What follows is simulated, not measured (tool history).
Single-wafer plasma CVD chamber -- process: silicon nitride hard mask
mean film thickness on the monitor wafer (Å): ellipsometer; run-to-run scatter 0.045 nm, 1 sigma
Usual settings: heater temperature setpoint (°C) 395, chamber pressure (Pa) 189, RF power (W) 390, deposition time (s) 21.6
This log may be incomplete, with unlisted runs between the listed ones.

| run | hour | heater temperature setpoint (°C) | chamber pressure (Pa) | RF power (W) | deposition time (s) | wafers since the last listed run | hours since the last thermocouple change | hours since the last RF generator calibration | hours since the last manometer calibration | hours since the showerhead was replaced | hours since the gauge calibration | read-back reference wafer on the same gauge, thickness_nm | mean film thickness on the monitor wafer (Å) |
|---|---|---|---|---|---|---|---|---|---|---|---|---|---|
| 1 | 0 | 395 | 163 | 390 | 21.6 | 0 | 758.2 | 2449.3 | 1922.5 | 3766 | 245.3 | 33.682 | 254.84 |
| 2 | 7.2 | 395 | 189 | 390 | 21.6 | 95 | 765.4 | 2456.5 | 1929.7 | 3773.2 | 252.5 | 33.693 | 278.18 |
| 3 | 18.6 | 395 | 223 | 390 | 22.6 | 150 | 776.8 | 2467.9 | 1941.1 | 3784.6 | 263.9 | 33.699 | 314.77 |
| 4 | 26.2 | 395 | 223 | 390 | 22.6 | 100 | 784.4 | 2475.5 | 1948.7 | 3792.2 | 271.5 | 33.712 | 314.96 |
| 5 | 38.5 | 395 | 223 | 390 | 22.6 | 162 | 796.7 | 2487.8 | 1961 | 3804.5 | 283.8 | 33.707 | 314.33 |
| 6 | 45.5 | 395 | 152 | 415 | 21.6 | 92 | 803.7 | 2494.8 | 1968 | 3811.5 | 290.8 | 33.697 | 246.81 |
|  | 92.6 | RF generator calibrated |
| 7 | 96.5 | 395 | 152 | 415 | 21.6 | 569 | 854.7 | 3.9 | 2019 | 3862.5 | 341.8 | 33.705 | 255.55 |
|  | 131 | capacitance manometer re-zeroed and calibrated |
| 8 | 137.9 | 395 | 189 | 390 | 21.6 | 442 | 896.1 | 45.3 | 6.9 | 3903.9 | 383.2 | 33.694 | 299.57 |
|  | 152.6 | thermocouple changed; heater temperature recalibrated |
| 9 | 154.8 | 395 | 189 | 390 | 21.6 | 117 | 2.2 | 62.2 | 23.8 | 3920.8 | 400.1 | 33.706 | 300.55 |
| 10 | 164.8 | 395 | 189 | 390 | 21.6 | 132 | 12.2 | 72.2 | 33.8 | 3930.8 | 410.1 | 33.706 | 298.83 |
| 11 | 181.7 | 395 | 189 | 390 | 18.6 | 223 | 29.1 | 89.1 | 50.7 | 3947.7 | 427 | 33.703 | 258.51 |
|  | 192.2 | showerhead replaced |
| 12 | 192.7 | 395 | 203 | 390 | 21.6 | 39 | 40.1 | 100.1 | 61.7 | 0.5 | 438 | 33.698 | 309.04 |
| 13 | 204.5 | 395 | 155 | 390 | 21.6 | 156 | 51.9 | 111.9 | 73.5 | 12.3 | 449.8 | 33.685 | 264.89 |
| 14 | 214.6 | 395 | 189 | 390 | 21.6 | 133 | 62 | 122 | 83.6 | 22.4 | 459.9 | 33.697 | 299.51 |
| 15 | 223.9 | 400 | 143 | 390 | 21.6 | 123 | 71.3 | 131.3 | 92.9 | 31.7 | 469.2 | 33.705 | 248.29 |
| 16 | 259 | 395 | 223 | 390 | 25.5 | 464 | 106.4 | 166.4 | 128 | 66.8 | 504.3 | 33.701 | 380.25 |
| 17 | 269.8 | 389 | 216 | 390 | 23.3 | 142 | 117.2 | 177.2 | 138.8 | 77.6 | 515.1 | 33.694 | 342.99 |
|  | 276.5 | gauge calibrated |
| 18 | 282 | 391 | 189 | 390 | 24 | 161 | 129.4 | 189.4 | 151 | 89.8 | 5.5 | 33.68 | 331.14 |
| 19 | 299.7 | 395 | 189 | 390 | 21.6 | 234 | 147.1 | 207.1 | 168.7 | 107.5 | 23.2 | 33.718 | 298.11 |
| 20 | 311.8 | 395 | 189 | 390 | 21.6 | 160 | 159.2 | 219.2 | 180.8 | 119.6 | 35.3 | 33.693 | 298.6 |
| 21 | 326.7 | 395 | 189 | 350 | 21.6 | 197 | 174.1 | 234.1 | 195.7 | 134.5 | 50.2 | 33.704 | 285.4 |
| 22 | 341.7 | 395 | 189 | 390 | 21.6 | 198 | 189.1 | 249.1 | 210.7 | 149.5 | 65.2 | 33.688 | 297.54 |
| 23 | 359.2 | 399 | 189 | 430 | 21.6 | 231 | 206.6 | 266.6 | 228.2 | 167 | 82.7 | 33.693 | 308.38 |
| 24 | 373.2 | 408 | 189 | 420 | 21.6 | 185 | 220.6 | 280.6 | 242.2 | 181 | 96.7 | 33.712 | 303.91 |
| 25 | 384.3 | 395 | 189 | 335 | 21.6 | 146 | 231.7 | 291.7 | 253.3 | 192.1 | 107.8 | 33.688 | 281.7 |
| 26 | 396.4 | 403 | 189 | 390 | 21.6 | 160 | 243.8 | 303.8 | 265.4 | 204.2 | 119.9 | 33.708 | 297.19 |
| 27 | 410.1 | 388 | 176 | 390 | 21.6 | 181 | 257.5 | 317.5 | 279.1 | 217.9 | 133.6 | 33.696 | 287.65 |
| 28 | 422.7 | 395 | 155 | 390 | 21.6 | 166 | 270.1 | 330.1 | 291.7 | 230.5 | 146.2 | 33.704 | 262.58 |

For each entry between runs, how does the tool's hidden state at the last listed run before it compare with that at the first listed run after it?
Run 6 -> run 7: RF generator calibrated (hour 92.6)
  delivered RF power above the setpoint (%): -9 -> -0.182; true pressure above the setpoint (%): -7.41 -> -7.77
  the result without the hidden state subtracted from the measured one, mean film thickness on the monitor wafer (Å): -21.63 -> -14.21
Run 7 -> run 8: capacitance manometer re-zeroed and calibrated (hour 131)
  delivered RF power above the setpoint (%): -0.182 -> -0.582; true pressure above the setpoint (%): -7.77 -> 0.277
  the result without the hidden state subtracted from the measured one, mean film thickness on the monitor wafer (Å): -14.21 -> -0.23
Run 8 -> run 9: thermocouple changed; heater temperature recalibrated (hour 152.6)
  delivered RF power above the setpoint (%): -0.582 -> -0.74; true pressure above the setpoint (%): 0.277 -> 0.276
  the result without the hidden state subtracted from the measured one, mean film thickness on the monitor wafer (Å): -0.23 -> -0.42
Run 11 -> run 12: showerhead replaced (hour 192.2)
  delivered RF power above the setpoint (%): -0.984 -> -1.08; true pressure above the setpoint (%): 0.273 -> 0.271
  the result without the hidden state subtracted from the measured one, mean film thickness on the monitor wafer (Å): -0.61 -> -0.85
Run 17 -> run 18: gauge calibrated (hour 276.5)
  delivered RF power above the setpoint (%): -1.73 -> -1.83; true pressure above the setpoint (%): 0.244 -> 0.238
  the result without the hidden state subtracted from the measured one, mean film thickness on the monitor wafer (Å): -1.86 -> -1.9
